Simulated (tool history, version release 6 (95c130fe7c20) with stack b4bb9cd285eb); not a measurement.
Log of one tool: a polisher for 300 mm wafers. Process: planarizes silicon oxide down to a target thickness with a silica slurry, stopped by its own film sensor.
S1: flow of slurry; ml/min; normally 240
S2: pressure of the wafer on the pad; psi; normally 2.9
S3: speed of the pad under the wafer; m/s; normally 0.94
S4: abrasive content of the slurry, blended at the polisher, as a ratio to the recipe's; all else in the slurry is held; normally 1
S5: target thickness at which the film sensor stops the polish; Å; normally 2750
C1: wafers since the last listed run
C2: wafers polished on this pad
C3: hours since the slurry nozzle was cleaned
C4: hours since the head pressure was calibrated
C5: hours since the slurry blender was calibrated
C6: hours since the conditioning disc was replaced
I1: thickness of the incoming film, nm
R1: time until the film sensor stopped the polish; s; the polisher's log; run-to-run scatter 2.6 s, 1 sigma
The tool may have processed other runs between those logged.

run,hour,S1,S2,S3,S4,S5,C1,C2,C3,C4,C5,C6,I1,R1
1,0,240,2.9,1.2,1,2750,0,777,258.5,907.8,232.1,231.5,555.5,116.5
2,26.1,240,2.9,1.2,1,2750,181,959,284.6,933.9,258.2,257.6,552.6,119.3
# hour 57.1: worn pad replaced by a new one
3,57.6,240,2.9,0.78,1,2750,191,3,316.1,965.4,289.7,289.1,547.1,151.2
4,78.4,240,2.9,0.94,1,2750,144,148,336.9,986.2,310.5,309.9,553.3,141.5
5,92.2,240,2.9,0.94,1,2750,96,244,350.7,1000,324.3,323.7,547.2,135.5
6,170.5,185,2.9,0.94,1,2750,544,789,429,1078.3,402.6,402,549.5,141.5
# hour 182.2: slurry blender recalibrated
# hour 182.5: conditioning disc replaced and pad reconditioned
7,194.5,185,2.9,0.94,1,2750,151,940,453,1102.3,12.3,12,551.6,143.1
8,210.4,240,2.5,0.94,1,2750,110,1050,468.9,1118.2,28.2,27.9,548.3,150.2
# hour 243.7: worn pad replaced by a new one
9,245.1,240,2.5,0.94,1,2750,213,9,503.6,1152.9,62.9,62.6,549.8,151.6
10,313.8,240,2.5,0.94,1,2750,477,487,572.3,1221.6,131.6,131.3,548.3,145
11,326.5,240,2.9,0.94,1,2750,88,575,585,1234.3,144.3,144,556.8,140.7
12,350.4,240,2.9,0.94,1,2750,166,742,608.9,1258.2,168.2,167.9,551.2,137.4
13,383.3,315,2.1,0.94,1.15,3280,228,971,641.8,1291.1,201.1,200.8,554.1,136
# hour 423: worn pad replaced by a new one
14,490,240,3.9,0.94,1,2750,714,466,748.5,1397.8,307.8,307.5,550.4,111.8
# hour 523.9: slurry nozzle cleaned
# hour 525.4: slurry blender recalibrated
15,525.9,240,2.9,0.94,1,2750,232,698,2,1433.7,0.5,343.4,547.4,143.7
# hour 529.5: head pressure recalibrated
16,556.6,240,2.9,0.64,1,1800,199,897,32.7,27.1,31.2,374.1,553.6,238.5
# hour 565.6: conditioning disc replaced and pad reconditioned
17,591,215,2.3,0.94,1,2750,225,1123,67.1,61.5,65.6,25.4,542,159.6
# hour 604.7: worn pad replaced by a new one
18,613.3,240,2.9,0.94,1.25,3370,127,59,89.4,83.8,87.9,47.7,549,97.9
19,639,185,2.9,1.04,1,2750,178,238,115.1,109.5,113.6,73.4,555.1,132.7
20,667.6,275,2.9,0.94,1,2750,198,437,143.7,138.1,142.2,102,556.6,136.7
21,686.6,290,2.9,0.82,1,2220,132,569,162.7,157.1,161.2,121,549.5,183.9
22,712.4,240,2.9,0.94,1,2750,179,749,188.5,182.9,187,146.8,555.9,139
23,736.1,240,2.9,0.94,1,2750,164,914,212.2,206.6,210.7,170.5,542.1,136
24,756.3,210,2.9,1.22,1,2750,140,1054,232.4,226.8,230.9,190.7,552.1,115.1
25,771.9,175,2.9,0.94,1,3040,108,1163,248,242.4,246.5,206.3,558.9,134.3

4 options for the next run, each taken on its own from the tool as it stands now. Forecast them:
A,772.4,240,2.9,0.94,1,1920,3,1166,248.5,242.9,247,206.8,545,?
B,772.4,215,2.9,0.94,1,2750,3,1166,248.5,242.9,247,206.8,545,?
C,772.4,240,2.6,0.94,1.25,2750,3,1166,248.5,242.9,247,206.8,545,?
D,772.4,240,3.8,0.94,0.9,2750,3,1166,248.5,242.9,247,206.8,545,?

run,R1
A,184.3
B,142.1
C,139.2
D,121.9
Without the tool's hidden state the same runs would have given:
run,R1
A,184.3
B,142.1
C,139.2
D,121.9
